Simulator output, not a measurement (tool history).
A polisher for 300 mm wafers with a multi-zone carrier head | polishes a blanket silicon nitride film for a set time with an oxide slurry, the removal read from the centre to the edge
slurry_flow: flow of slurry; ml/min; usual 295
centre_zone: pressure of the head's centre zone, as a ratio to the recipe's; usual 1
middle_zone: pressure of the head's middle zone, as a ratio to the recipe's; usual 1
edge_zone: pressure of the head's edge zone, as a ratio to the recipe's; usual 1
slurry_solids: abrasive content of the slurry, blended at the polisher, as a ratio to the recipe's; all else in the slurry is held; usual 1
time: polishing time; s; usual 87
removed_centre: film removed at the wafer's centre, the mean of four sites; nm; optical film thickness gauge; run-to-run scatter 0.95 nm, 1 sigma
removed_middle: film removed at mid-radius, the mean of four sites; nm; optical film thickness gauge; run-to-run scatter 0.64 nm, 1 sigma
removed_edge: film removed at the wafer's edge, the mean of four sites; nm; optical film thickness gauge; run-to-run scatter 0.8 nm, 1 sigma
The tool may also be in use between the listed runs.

run,hour,slurry_flow,centre_zone,middle_zone,edge_zone,slurry_solids,time,wafers since the last listed run,wafers polished on this pad,hours since the slurry nozzle was cleaned,hours since the centre zone pressure was calibrated,hours since the edge zone pressure was calibrated,hours since the carrier head's membrane was replaced,"incoming thickness of the incoming film, nm",removed_centre,removed_middle,removed_edge
1,0,295,1,1,1,1,87,0,2043,694.2,67.9,55.2,352,455.6,75.4,73.1,75.7
# hour 9.6: slurry nozzle cleaned
# hour 30.4: worn pad replaced by a new one
2,66.7,295,1,1,1,1,87,598,352,57.1,134.6,121.9,418.7,455.6,78.9,76.8,79.8
3,123.6,295,1,1,1,1,87,551,904,114,191.5,178.8,475.6,464.4,77.3,75.8,78.7
4,185.8,295,1,1,1,1,69,603,1507,176.2,253.7,241,537.8,458.9,61,59.8,62.8
5,228.3,335,1,0.91,1,1,87,412,1919,218.7,296.2,283.5,580.3,451.9,77.1,72,80.5
# hour 271.6: worn pad replaced by a new one
# hour 273.6: edge zone pressure recalibrated
6,280.3,335,1,0.91,1,1,87,446,65,270.7,348.2,6.7,632.3,464.2,77.5,72.3,79.3
7,323.9,295,1.08,1,1,1,87,422,488,314.3,391.8,50.3,675.9,457.7,82.3,73.7,78.2
8,356.4,295,1.08,1,1,1,87,315,803,346.8,424.3,82.8,708.4,461.2,81.8,74.3,78.4
9,413.6,295,1,0.95,1,0.8,87,554,1358,404,481.5,140,765.6,464,67.5,64.3,69.8
10,458.8,295,1,0.95,1,0.8,87,438,1796,449.2,526.7,185.2,810.8,453.7,67.1,64.8,68.8
# hour 473: worn pad replaced by a new one
11,502.5,295,1,1.06,1.06,1,87,385,286,492.9,570.4,228.9,854.5,463.4,73.6,76.3,79.9
12,537.7,295,1,1.11,1,1,87,341,627,528.1,605.6,264.1,889.7,454.8,74.9,78.1,77.5
13,565.5,295,0.92,1,1,1,87,269,897,555.9,633.4,291.9,917.5,460.9,70.3,73.3,78.3
# hour 585.7: edge zone pressure recalibrated
# hour 602.1: carrier head's membrane replaced by a new one
# hour 626.4: slurry nozzle cleaned
14,638,295,1,1,1,1,87,625,1523,11.6,705.9,52.3,35.9,460.1,77.8,77.1,79.6
# hour 688.9: worn pad replaced by a new one
15,694.8,295,0.96,1,1,0.75,87,512,57,68.4,762.7,109.1,92.7,463.4,63.6,65.8,68.9
16,730.5,295,1.07,1,1,1,59,346,403,104.1,798.4,144.8,128.4,461.8,55.5,50.8,53.1
17,796.6,295,1,1.12,1,1,87,641,1044,170.2,864.5,210.9,194.5,462,75.7,79,78.4
# hour 808.9: centre zone pressure recalibrated
18,822.1,295,1,1,1.05,1,87,227,1272,195.7,13.2,236.4,220,464.7,77.8,75.1,81.3
19,859.4,365,1,1,1,1,98,361,1633,233,50.5,273.7,257.3,458.8,88.8,86.1,89.1
# hour 888.6: worn pad replaced by a new one
# hour 900.1: edge zone pressure recalibrated
20,991.3,295,0.9,1,0.92,0.7,67,1220,976,364.9,182.4,91.2,389.2,456.1,43.7,47.5,48
21,1036.4,295,1,1,1,1,87,437,1414,410,227.5,136.3,434.3,451.6,75.7,72.9,76.2

Hidden condition of the tool, last listed run before each entry between runs versus first listed run after:
From run 1 to run 2: slurry nozzle cleaned (hour 9.6); worn pad replaced by a new one (hour 30.4)
  slurry flow missing at the pad, %: 45 -> 10.3
  measured less the result without the state, removed_centre: -4.8 -> -0.7 nm; removed_middle: -4.1 -> -0.7 nm; removed_edge: -3.1 -> -0.6 nm
From run 5 to run 6: worn pad replaced by a new one (hour 271.6); edge zone pressure recalibrated (hour 273.6)
  slurry flow missing at the pad, %: 27.3 -> 30.5
  measured less the result without the state, removed_centre: -2.1 -> -2.5 nm; removed_middle: -1.8 -> -2.1 nm; removed_edge: -1.5 -> -1.7 nm
From run 10 to run 11: worn pad replaced by a new one (hour 473)
  slurry flow missing at the pad, %: 37.3 -> 38.3
  measured less the result without the state, removed_centre: -3.2 -> -3.6 nm; removed_middle: -2.8 -> -3.4 nm; removed_edge: -2.2 -> -2.6 nm
From run 13 to run 14: edge zone pressure recalibrated (hour 585.7); carrier head's membrane replaced by a new one (hour 602.1); slurry nozzle cleaned (hour 626.4)
  slurry flow missing at the pad, %: 39.4 -> 8.61
  measured less the result without the state, removed_centre: -3.6 -> -0.6 nm; removed_middle: -3.4 -> -0.6 nm; removed_edge: -2.7 -> -0.5 nm
From run 14 to run 15: worn pad replaced by a new one (hour 688.9)
  slurry flow missing at the pad, %: 8.61 -> 17.8
  measured less the result without the state, removed_centre: -0.6 -> -1.1 nm; removed_middle: -0.6 -> -1.1 nm; removed_edge: -0.5 -> -0.9 nm
From run 17 to run 18: centre zone pressure recalibrated (hour 808.9)
  slurry flow missing at the pad, %: 29.3 -> 31.4
  measured less the result without the state, removed_centre: -2.5 -> -2.9 nm; removed_middle: -2.4 -> -2.6 nm; removed_edge: -1.8 -> -2.1 nm
From run 19 to run 20: worn pad replaced by a new one (hour 888.6); edge zone pressure recalibrated (hour 900.1)
  slurry flow missing at the pad, %: 34.1 -> 40.7
  measured less the result without the state, removed_centre: -3.1 -> -2.3 nm; removed_middle: -2.7 -> -2.3 nm; removed_edge: -2.1 -> -1.7 nm

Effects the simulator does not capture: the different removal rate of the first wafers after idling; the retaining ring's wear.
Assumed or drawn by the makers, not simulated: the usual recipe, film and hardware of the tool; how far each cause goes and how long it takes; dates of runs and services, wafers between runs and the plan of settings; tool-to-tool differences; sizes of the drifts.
